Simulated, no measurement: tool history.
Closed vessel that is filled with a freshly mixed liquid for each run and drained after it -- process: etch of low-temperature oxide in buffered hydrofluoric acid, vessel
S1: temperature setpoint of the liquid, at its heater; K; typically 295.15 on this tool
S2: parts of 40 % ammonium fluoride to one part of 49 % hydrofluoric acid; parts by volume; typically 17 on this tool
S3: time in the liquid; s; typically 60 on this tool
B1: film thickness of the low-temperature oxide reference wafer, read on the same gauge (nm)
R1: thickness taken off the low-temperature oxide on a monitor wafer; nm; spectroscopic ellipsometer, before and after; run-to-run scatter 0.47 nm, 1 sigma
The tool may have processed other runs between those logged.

{"run": 1, "day": 0.0, "S1": 295.15, "S2": 19.5, "S3": 75, "B1": 119.97, "R1": 114.23}
{"run": 2, "day": 0.658, "S1": 295.15, "S2": 17, "S3": 45, "B1": 119.97, "R1": 78.77}
{"run": 3, "day": 0.95, "S1": 295.15, "S2": 17, "S3": 45, "B1": 119.99, "R1": 78.02}
{"run": 4, "day": 1.562, "S1": 295.15, "S2": 17, "S3": 45, "B1": 120.01, "R1": 78.7}
{"run": 5, "day": 1.942, "S1": 295.15, "S2": 12, "S3": 60, "B1": 119.98, "R1": 145.91}
{"run": 6, "day": 2.262, "S1": 295.15, "S2": 12, "S3": 60, "B1": 120.02, "R1": 145.56}
{"run": 7, "day": 2.954, "S1": 295.15, "S2": 12, "S3": 60, "B1": 120, "R1": 146.17}
{"day": 3.379, "done": "gauge calibrated"}
{"run": 8, "day": 3.467, "S1": 295.15, "S2": 17, "S3": 60, "B1": 120, "R1": 104.29}
{"run": 9, "day": 4.1, "S1": 295.15, "S2": 17, "S3": 60, "B1": 120, "R1": 102.97}
{"run": 10, "day": 4.496, "S1": 295.15, "S2": 13.5, "S3": 80, "B1": 120.03, "R1": 172.36}
{"day": 4.908, "done": "thermometer replaced"}
{"day": 4.946, "done": "hydrofluoric acid flow meter replaced"}
{"run": 11, "day": 5.117, "S1": 291.65, "S2": 22, "S3": 85, "B1": 120.04, "R1": 113.83}
{"run": 12, "day": 5.554, "S1": 295.15, "S2": 23.5, "S3": 60, "B1": 120.03, "R1": 92.79}
{"run": 13, "day": 5.933, "S1": 295.15, "S2": 17, "S3": 60, "B1": 120, "R1": 121.34}
{"run": 14, "day": 6.271, "S1": 297.15, "S2": 19, "S3": 70, "B1": 119.95, "R1": 141.52}
{"run": 15, "day": 6.95, "S1": 295.15, "S2": 17, "S3": 45, "B1": 120.04, "R1": 90.83}
{"run": 16, "day": 7.208, "S1": 299.65, "S2": 11, "S3": 95, "B1": 120.01, "R1": 377.27}
{"run": 17, "day": 7.954, "S1": 295.15, "S2": 17, "S3": 30, "B1": 119.99, "R1": 60.63}
{"run": 18, "day": 8.367, "S1": 291.65, "S2": 13, "S3": 85, "B1": 120.01, "R1": 183.25}
{"run": 19, "day": 9.033, "S1": 295.15, "S2": 22.5, "S3": 60, "B1": 120, "R1": 95.1}
{"run": 20, "day": 9.358, "S1": 295.15, "S2": 17, "S3": 75, "B1": 120.01, "R1": 151.45}

Subtracting, for every run, the result it would have given without the tool's unlogged condition from the measured result gives the following. The same run-to-run variation enters both numbers; the gauge's scatter may not:
Hidden state at play: liquid colder than its thermometer reads (K); hydrofluoric acid flow above the setpoint (%); gauge reads high (%).
run=1 R1=-20.36
run=2 R1=-14.18
run=3 R1=-14.1
run=4 R1=-14.32
run=5 R1=-26.7
run=6 R1=-26.74
run=7 R1=-27.04
run=8 R1=-19.47
run=9 R1=-19.37
run=10 R1=-32.6
run=11 R1=-1.17
run=12 R1=-1.04
run=13 R1=-1.42
run=14 R1=-1.79
run=15 R1=-1.26
run=16 R1=-5.31
run=17 R1=-0.98
run=18 R1=-3.14
run=19 R1=-1.76
run=20 R1=-2.89
